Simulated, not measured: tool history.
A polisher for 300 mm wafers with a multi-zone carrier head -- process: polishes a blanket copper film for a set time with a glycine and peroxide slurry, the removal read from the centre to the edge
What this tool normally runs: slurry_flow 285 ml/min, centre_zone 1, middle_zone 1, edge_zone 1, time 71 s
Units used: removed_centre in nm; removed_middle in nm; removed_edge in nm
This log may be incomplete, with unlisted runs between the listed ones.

run,hour,slurry_flow,centre_zone,middle_zone,edge_zone,time,wafers since the last listed run,wafers polished on this pad,hours since the slurry nozzle was cleaned,hours since the centre zone pressure was calibrated,hours since the edge zone pressure was calibrated,hours since the carrier head's membrane was replaced,"incoming thickness of the incoming film, nm",removed_centre,removed_middle,removed_edge
1,0,285,1,1,1,71,0,2288,204.2,1045.6,356.8,1001.1,1350.6,301,328.4,326.5
# hour 17.2: worn pad replaced by a new one
# hour 41.5: edge zone pressure recalibrated
2,68.1,285,1,1,1,71,693,546,272.3,1113.7,26.6,1069.2,1337.1,299.5,322.5,326.2
3,113.5,285,1,1,1,71,507,1053,317.7,1159.1,72,1114.6,1341,293.7,316.7,330
4,172.2,285,1,1,1,71,655,1709,376.4,1217.8,130.7,1173.3,1336.2,287.1,310.9,325.2
# hour 258.7: worn pad replaced by a new one
5,303.5,285,1,1,1,79,1422,500,507.7,1349.1,262,1304.6,1319.1,316.1,341.1,356.9
# hour 321.3: centre zone pressure recalibrated
6,361.3,285,1,1,0.92,71,623,1124,565.5,40,319.8,1362.4,1355.3,307,310.8,311.1
7,387.9,285,1,1,0.92,71,297,1421,592.1,66.6,346.4,1389,1351.4,304.3,305.7,309.1
# hour 443.4: edge zone pressure recalibrated
# hour 444.4: carrier head's membrane replaced by a new one
8,459.3,285,1,1,0.92,71,764,2186,663.5,138,15.9,14.9,1342.8,304.4,308.4,307.4
# hour 478.4: worn pad replaced by a new one
9,503.2,285,1,1,0.93,71,445,276,707.4,181.9,59.8,58.8,1314.3,301.6,308,305.9
10,642.5,350,0.92,1,1.11,81,1556,1833,846.7,321.2,199.1,198.1,1318.4,323.6,367.7,389.6
# hour 675.9: slurry nozzle cleaned
11,706.7,285,1.03,1,1,71,706,2539,30.8,385.4,263.3,262.3,1325.6,336.5,332,331.4
# hour 722.4: worn pad replaced by a new one
12,740.5,285,1.03,1,1,71,333,202,64.6,419.2,297.1,296.1,1351.9,331.3,331.5,336
13,780,285,0.96,0.9,1.07,71,441,643,104.1,458.7,336.6,335.6,1357.1,308.5,307.5,345.5
# hour 791.5: edge zone pressure recalibrated
14,881.7,285,1,1,1,71,1114,1757,205.8,560.4,90.2,437.3,1313.4,318.2,323.1,332.9
15,918,285,1,1,1,71,405,2163,242.1,596.7,126.5,473.6,1342.6,309.4,324.9,332.9
# hour 947.6: worn pad replaced by a new one
16,952,285,1,0.89,1,50,335,48,276.1,630.7,160.5,507.6,1353.3,219.2,211.2,233.2
17,993.8,285,0.97,1,0.96,93,467,516,317.9,672.5,202.3,549.4,1365.4,389,418.6,414.9
18,1026.6,285,1,1,1,71,366,882,350.7,705.3,235.1,582.2,1340.3,305.9,313.9,326.3
19,1062.3,375,0.89,1,1,71,398,1281,386.4,741,270.8,617.9,1331.3,283.5,331.8,335.3
20,1090.8,285,1,1.04,1,71,318,1599,414.9,769.5,299.3,646.4,1338,299.1,326.2,334.9
# hour 1135.5: edge zone pressure recalibrated
21,1157,235,1,1,1,71,717,2317,481.1,835.7,21.5,712.6,1355.5,278,301.9,314.4

Forecast each of these 5 alternatives for the next run:
A,1157.5,285,1,1,1,71,5,2322,481.6,836.2,22,713.1,1312,?,?,?
B,1157.5,285,0.89,1,1,60,5,2322,481.6,836.2,22,713.1,1312,?,?,?
C,1157.5,285,1,1.12,0.89,71,5,2322,481.6,836.2,22,713.1,1312,?,?,?
D,1157.5,310,1.06,1,1,71,5,2322,481.6,836.2,22,713.1,1312,?,?,?
E,1157.5,315,1,1.07,1.07,55,5,2322,481.6,836.2,22,713.1,1312,?,?,?

run,removed_centre,removed_middle,removed_edge
A,292.8,317.5,321.7
B,219.9,268.5,271.8
C,293,343.2,304.2
D,315.7,322.1,325.1
E,231.3,262,260.7
Had the tool no hidden state, the same runs would have come out as:
run,removed_centre,removed_middle,removed_edge
A,332.4,338.5,337.5
B,249.7,286.2,285.2
C,332.6,365.9,319.1
D,356,341.5,339.8
E,260.6,277.5,272.3
